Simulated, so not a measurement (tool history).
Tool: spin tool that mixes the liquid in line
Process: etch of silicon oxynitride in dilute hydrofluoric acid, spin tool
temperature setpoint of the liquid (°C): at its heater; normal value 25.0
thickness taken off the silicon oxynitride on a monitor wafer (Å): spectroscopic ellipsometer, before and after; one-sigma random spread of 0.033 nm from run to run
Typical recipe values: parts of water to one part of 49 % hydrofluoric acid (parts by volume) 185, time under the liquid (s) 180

run	day	temperature setpoint of the liquid (°C)	parts of water to one part of 49 % hydrofluoric acid (parts by volume)	time under the liquid (s)	wafers since the last listed run	hours since the thermometer was replaced	hours since the hydrofluoric acid flow meter was replaced	hours since the gauge calibration	read-back film thickness of the silicon oxynitride reference wafer, read on the same gauge (nm)	thickness taken off the silicon oxynitride on a monitor wafer (Å)
1	0.000	25.0	185	215	0	1475.7	553.9	1652.3	64.066	27.55
2	2.029	25.0	185	180	365	1524.4	602.6	1701.0	64.126	23.23
3	3.729	25.0	185	180	306	1565.2	643.4	1741.8	64.272	23.44
# day 5.250: hydrofluoric acid flow meter replaced
4	12.162	25.0	185	180	1511	1767.6	165.9	1944.2	64.709	23.65
5	14.596	25.0	185	180	438	1826.0	224.3	2002.6	64.884	23.25
6	16.750	25.0	185	180	388	1877.7	276.0	2054.3	65.015	24.02
7	18.929	25.0	185	180	392	1930.0	328.3	2106.6	65.109	23.64
8	20.196	25.0	185	180	228	1960.4	358.7	2137.0	65.222	23.32
9	21.404	25.0	185	180	217	1989.4	387.7	2166.0	65.292	23.54
10	22.946	29.0	185	180	277	2026.4	424.7	2203.0	65.419	28.54
11	25.554	29.0	185	180	469	2089.0	487.3	2265.6	65.510	28.17
12	26.812	29.0	185	180	226	2119.2	517.5	2295.8	65.656	28.63
13	28.004	25.0	145	180	214	2147.8	546.1	2324.4	65.648	30.87
14	30.854	25.0	260	130	513	2216.2	614.5	2392.8	65.813	11.66
# day 32.321: hydrofluoric acid flow meter replaced
15	33.338	27.5	185	235	439	2275.8	24.4	2452.4	66.001	34.50
16	36.121	29.5	250	180	501	2342.6	91.2	2519.2	66.111	20.45
# day 37.271: gauge calibrated
17	37.629	26.5	245	100	271	2378.8	127.4	8.6	59.486	9.12
18	39.496	25.0	185	180	336	2423.6	172.2	53.4	59.670	21.87
19	42.388	25.0	185	180	520	2493.0	241.6	122.8	59.843	21.20
20	44.196	29.0	140	180	325	2536.4	285.0	166.2	59.941	35.74
21	45.342	25.0	185	180	206	2563.9	312.5	193.7	59.993	21.86
22	47.888	29.5	235	265	458	2625.0	373.6	254.8	60.143	29.53
23	50.238	25.0	130	125	423	2681.4	430.0	311.2	60.233	22.87
# day 51.700: thermometer replaced
24	52.762	22.5	110	245	447	25.5	490.6	371.8	60.396	47.25
25	54.692	28.0	185	180	347	71.8	536.9	418.1	60.507	25.57
# day 56.883: hydrofluoric acid flow meter replaced
26	58.162	25.0	185	180	617	155.1	30.7	501.4	60.705	21.79
27	59.596	28.5	155	180	258	189.5	65.1	535.8	60.858	31.41
28	61.938	25.0	185	180	421	245.7	121.3	592.0	60.959	22.51
29	64.125	21.0	185	240	394	298.2	173.8	644.5	61.083	25.08
30	65.812	28.5	270	270	304	338.7	214.3	685.0	61.112	24.74
31	67.458	23.5	125	125	296	378.2	253.8	724.5	61.306	22.53
32	70.429	27.5	185	180	535	449.5	325.1	795.8	61.390	24.85
33	71.508	21.5	240	140	194	475.4	351.0	821.7	61.486	11.09

Estimate the outcome of run 34 from the log above:
34	74.196	25.0	185	180	484	539.9	415.5	886.2	?	?

read-back film thickness of the silicon oxynitride reference wafer, read on the same gauge (nm): 61.645
thickness taken off the silicon oxynitride on a monitor wafer (Å): 22.00
The same run, on a tool lacking any hidden state, would have yielded thickness taken off the silicon oxynitride on a monitor wafer (Å) 21.41.
